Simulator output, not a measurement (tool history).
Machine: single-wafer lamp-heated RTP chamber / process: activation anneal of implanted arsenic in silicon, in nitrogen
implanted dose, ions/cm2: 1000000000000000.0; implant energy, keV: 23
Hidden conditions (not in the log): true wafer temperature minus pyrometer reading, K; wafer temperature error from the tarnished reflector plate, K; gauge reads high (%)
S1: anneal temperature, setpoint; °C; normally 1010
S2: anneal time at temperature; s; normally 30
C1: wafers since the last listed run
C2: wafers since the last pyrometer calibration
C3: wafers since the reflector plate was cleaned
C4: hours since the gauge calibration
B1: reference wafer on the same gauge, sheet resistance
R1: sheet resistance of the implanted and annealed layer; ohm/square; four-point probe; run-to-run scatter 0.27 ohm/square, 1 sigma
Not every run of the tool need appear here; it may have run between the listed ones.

{"run": 1, "hour": 0.0, "S1": 1010, "S2": 30, "C1": 0, "C2": 2078, "C3": 5840, "C4": 256.1, "B1": 127.96, "R1": 119.2}
{"run": 2, "hour": 15.8, "S1": 1010, "S2": 30, "C1": 213, "C2": 2291, "C3": 6053, "C4": 271.9, "B1": 127.97, "R1": 119.45}
{"run": 3, "hour": 28.1, "S1": 1010, "S2": 30, "C1": 166, "C2": 2457, "C3": 6220, "C4": 284.2, "B1": 128.12, "R1": 119.17}
{"run": 4, "hour": 45.5, "S1": 1019, "S2": 18, "C1": 234, "C2": 2692, "C3": 6455, "C4": 301.6, "B1": 127.95, "R1": 122.14}
{"run": 5, "hour": 76.9, "S1": 1010, "S2": 30, "C1": 424, "C2": 3117, "C3": 6879, "C4": 333, "B1": 127.86, "R1": 118.96}
{"run": 6, "hour": 92.5, "S1": 1010, "S2": 30, "C1": 210, "C2": 3327, "C3": 7089, "C4": 348.6, "B1": 128.02, "R1": 118.54}
{"run": 7, "hour": 122.6, "S1": 1010, "S2": 30, "C1": 406, "C2": 3734, "C3": 7496, "C4": 378.7, "B1": 127.98, "R1": 118.6}
{"run": 8, "hour": 146.9, "S1": 1010, "S2": 30, "C1": 328, "C2": 4062, "C3": 7824, "C4": 403, "B1": 128.03, "R1": 118.66}
{"run": 9, "hour": 169.3, "S1": 1010, "S2": 30, "C1": 302, "C2": 4364, "C3": 8127, "C4": 425.4, "B1": 128.03, "R1": 118}
{"run": 10, "hour": 199.2, "S1": 1010, "S2": 30, "C1": 403, "C2": 4768, "C3": 8530, "C4": 455.3, "B1": 128.04, "R1": 117.78}
{"run": 11, "hour": 212.5, "S1": 1010, "S2": 30, "C1": 179, "C2": 4948, "C3": 8710, "C4": 468.6, "B1": 128.02, "R1": 117.43}
{"run": 12, "hour": 242.4, "S1": 1010, "S2": 26, "C1": 403, "C2": 5352, "C3": 9114, "C4": 498.5, "B1": 128, "R1": 118.96}
{"hour": 270.0, "done": "reflector plate cleaned"}
{"run": 13, "hour": 274.4, "S1": 1010, "S2": 43, "C1": 324, "C2": 5676, "C3": 59, "C4": 530.5, "B1": 128.09, "R1": 114.75}
{"run": 14, "hour": 291.7, "S1": 1020, "S2": 30, "C1": 233, "C2": 5909, "C3": 293, "C4": 547.8, "B1": 127.97, "R1": 116.05}
{"hour": 305.2, "done": "pyrometer window cleaned and pyrometer calibrated"}
{"run": 15, "hour": 313.3, "S1": 1019, "S2": 18, "C1": 183, "C2": 108, "C3": 476, "C4": 569.4, "B1": 128.11, "R1": 122.74}
{"run": 16, "hour": 342.3, "S1": 982, "S2": 30, "C1": 391, "C2": 500, "C3": 868, "C4": 598.4, "B1": 127.99, "R1": 127.19}
{"run": 17, "hour": 361.3, "S1": 1010, "S2": 23, "C1": 256, "C2": 757, "C3": 1124, "C4": 617.4, "B1": 127.96, "R1": 122.01}
{"run": 18, "hour": 378.7, "S1": 982, "S2": 30, "C1": 234, "C2": 992, "C3": 1359, "C4": 634.8, "B1": 128.05, "R1": 126.65}
{"run": 19, "hour": 394.8, "S1": 984, "S2": 13, "C1": 217, "C2": 1209, "C3": 1577, "C4": 650.9, "B1": 128.01, "R1": 134.15}
{"hour": 409.3, "done": "gauge calibrated"}
{"run": 20, "hour": 428.4, "S1": 1010, "S2": 16, "C1": 453, "C2": 1663, "C3": 2031, "C4": 19.1, "B1": 127.92, "R1": 125.61}
{"run": 21, "hour": 462.9, "S1": 1010, "S2": 24, "C1": 465, "C2": 2129, "C3": 2497, "C4": 53.6, "B1": 128.02, "R1": 121.85}

Estimate the outcome of run 22 from the log above:
{"run": 22, "hour": 475.5, "S1": 1010, "S2": 13, "C1": 170, "C2": 2299, "C3": 2667, "C4": 66.2, "B1": "?", "R1": "?"}

For run 22 the tool returned B1 127.94, R1 127.12 ohm/square.
With no hidden state in the tool, this same run would have given R1 128.04 ohm/square.

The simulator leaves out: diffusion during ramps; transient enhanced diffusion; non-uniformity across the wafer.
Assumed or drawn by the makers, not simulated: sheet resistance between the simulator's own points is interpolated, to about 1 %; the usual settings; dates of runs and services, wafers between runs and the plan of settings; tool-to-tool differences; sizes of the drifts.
